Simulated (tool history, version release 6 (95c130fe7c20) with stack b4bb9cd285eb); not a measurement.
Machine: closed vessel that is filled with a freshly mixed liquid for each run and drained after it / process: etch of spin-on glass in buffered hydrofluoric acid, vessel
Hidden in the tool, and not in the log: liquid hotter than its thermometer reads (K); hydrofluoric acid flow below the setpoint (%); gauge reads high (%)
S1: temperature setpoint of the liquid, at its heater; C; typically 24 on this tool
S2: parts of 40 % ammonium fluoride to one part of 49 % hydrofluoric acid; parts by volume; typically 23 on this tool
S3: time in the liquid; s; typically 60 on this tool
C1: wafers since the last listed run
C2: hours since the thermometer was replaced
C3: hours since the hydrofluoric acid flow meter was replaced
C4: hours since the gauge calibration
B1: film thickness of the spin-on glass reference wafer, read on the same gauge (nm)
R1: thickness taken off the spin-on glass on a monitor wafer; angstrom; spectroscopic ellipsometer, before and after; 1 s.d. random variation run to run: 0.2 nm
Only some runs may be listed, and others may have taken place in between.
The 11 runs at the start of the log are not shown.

Run 12, hour 288.4: usual settings but S1 27 C; C1 4105; C2 1893.6; C3 682.5; C4 1070.1; B1 144.32. Result: R1 590.3 angstrom.
Run 13, hour 301.3: usual settings but S1 27 C; C1 1553; C2 1906.5; C3 695.4; C4 1083; B1 144.23. Result: R1 591.1 angstrom.
At hour 308.5: hydrofluoric acid flow meter replaced.
Run 14, hour 336.8: usual settings; C1 4153; C2 1942; C3 28.3; C4 1118.5; B1 144.07. Result: R1 503.4 angstrom.
Run 15, hour 349.9: usual settings but S2 17.5 parts by volume, S3 30 s; C1 1577; C2 1955.1; C3 41.4; C4 1131.6; B1 143.98. Result: R1 317.4 angstrom.
At hour 368.4: gauge calibrated.
Run 16, hour 376.1: usual settings but S1 21 C, S2 16 parts by volume; C1 3154; C2 1981.3; C3 67.6; C4 7.7; B1 150.29. Result: R1 608.5 angstrom.
Run 17, hour 391.9: usual settings but S3 80 s; C1 1902; C2 1997.1; C3 83.4; C4 23.5; B1 150.27. Result: R1 701.3 angstrom.
Run 18, hour 416.4: usual settings; C1 2949; C2 2021.6; C3 107.9; C4 48; B1 150.1. Result: R1 519.7 angstrom.
Run 19, hour 437.4: usual settings but S1 21.5 C, S2 19 parts by volume; C1 2528; C2 2042.6; C3 128.9; C4 69; B1 150. Result: R1 529 angstrom.
Run 20, hour 472.1: usual settings but S1 28.5 C, S2 28 parts by volume, S3 75 s; C1 4177; C2 2077.3; C3 163.6; C4 103.7; B1 149.81. Result: R1 728.8 angstrom.
Run 21, hour 492.4: usual settings; C1 2444; C2 2097.6; C3 183.9; C4 124; B1 149.72. Result: R1 522.1 angstrom.
Run 22, hour 509.1: usual settings but S2 25.5 parts by volume, S3 40 s; C1 2010; C2 2114.3; C3 200.6; C4 140.7; B1 149.62. Result: R1 323.8 angstrom.
Run 23, hour 537.9: usual settings; C1 3467; C2 2143.1; C3 229.4; C4 169.5; B1 149.51. Result: R1 519.8 angstrom.
At hour 545.7: thermometer replaced.
Run 24, hour 559.2: usual settings but S1 28 C; C1 2444; C2 13.5; C3 250.7; C4 190.8; B1 149.38. Result: R1 646.9 angstrom.
Run 25, hour 590.6: usual settings but S1 20.5 C, S3 35 s; C1 3780; C2 44.9; C3 282.1; C4 222.2; B1 149.2. Result: R1 249.1 angstrom.
Run 26, hour 617.8: usual settings; C1 3274; C2 72.1; C3 309.3; C4 249.4; B1 149.1. Result: R1 519.1 angstrom.
Run 27, hour 697.8: usual settings but S1 20.5 C, S2 15 parts by volume, S3 40 s; C1 9631; C2 152.1; C3 389.3; C4 329.4; B1 148.64. Result: R1 416.9 angstrom.
Run 28, hour 711: usual settings but S3 40 s; C1 1589; C2 165.3; C3 402.5; C4 342.6; B1 148.58. Result: R1 346.1 angstrom.
Run 29, hour 749: usual settings but S1 22.5 C, S2 20.5 parts by volume, S3 45 s; C1 4574; C2 203.3; C3 440.5; C4 380.6; B1 148.38. Result: R1 385.2 angstrom.
Run 30, hour 771.8: usual settings but S1 20.5 C, S2 26 parts by volume, S3 95 s; C1 2744; C2 226.1; C3 463.3; C4 403.4; B1 148.23. Result: R1 617.6 angstrom.
Run 31, hour 800: usual settings but S1 29 C; C1 3395; C2 254.3; C3 491.5; C4 431.6; B1 148.11. Result: R1 676.8 angstrom.
Run 32, hour 831.9: usual settings; C1 3840; C2 286.2; C3 523.4; C4 463.5; B1 147.96. Result: R1 515.7 angstrom.
Run 33, hour 845.9: usual settings but S1 26.5 C, S2 15 parts by volume, S3 50 s; C1 1685; C2 300.2; C3 537.4; C4 477.5; B1 147.85. Result: R1 720 angstrom.
Run 34, hour 876.3: usual settings but S2 15 parts by volume; C1 3659; C2 330.6; C3 567.8; C4 507.9; B1 147.72. Result: R1 751.6 angstrom.

What if the next run were any one of these 3? Each begins from the tool's condition after run 34:
Run A, hour 877: usual settings; C1 84; C2 331.3; C3 568.5; C4 508.6; B1 ?. Result: R1 ?.
Run B, hour 877: usual settings but S2 14 parts by volume; C1 84; C2 331.3; C3 568.5; C4 508.6; B1 ?. Result: R1 ?.
Run C, hour 877: usual settings but S2 28.5 parts by volume, S3 40 s; C1 84; C2 331.3; C3 568.5; C4 508.6; B1 ?. Result: R1 ?.

run     B1     R1
  A  147.7  515.6
  B  147.7  806.4
  C  147.7  296.6
Without the tool's hidden state the same runs would have given:
run     R1
  A  523.6
  B  818.9
  C  301.1

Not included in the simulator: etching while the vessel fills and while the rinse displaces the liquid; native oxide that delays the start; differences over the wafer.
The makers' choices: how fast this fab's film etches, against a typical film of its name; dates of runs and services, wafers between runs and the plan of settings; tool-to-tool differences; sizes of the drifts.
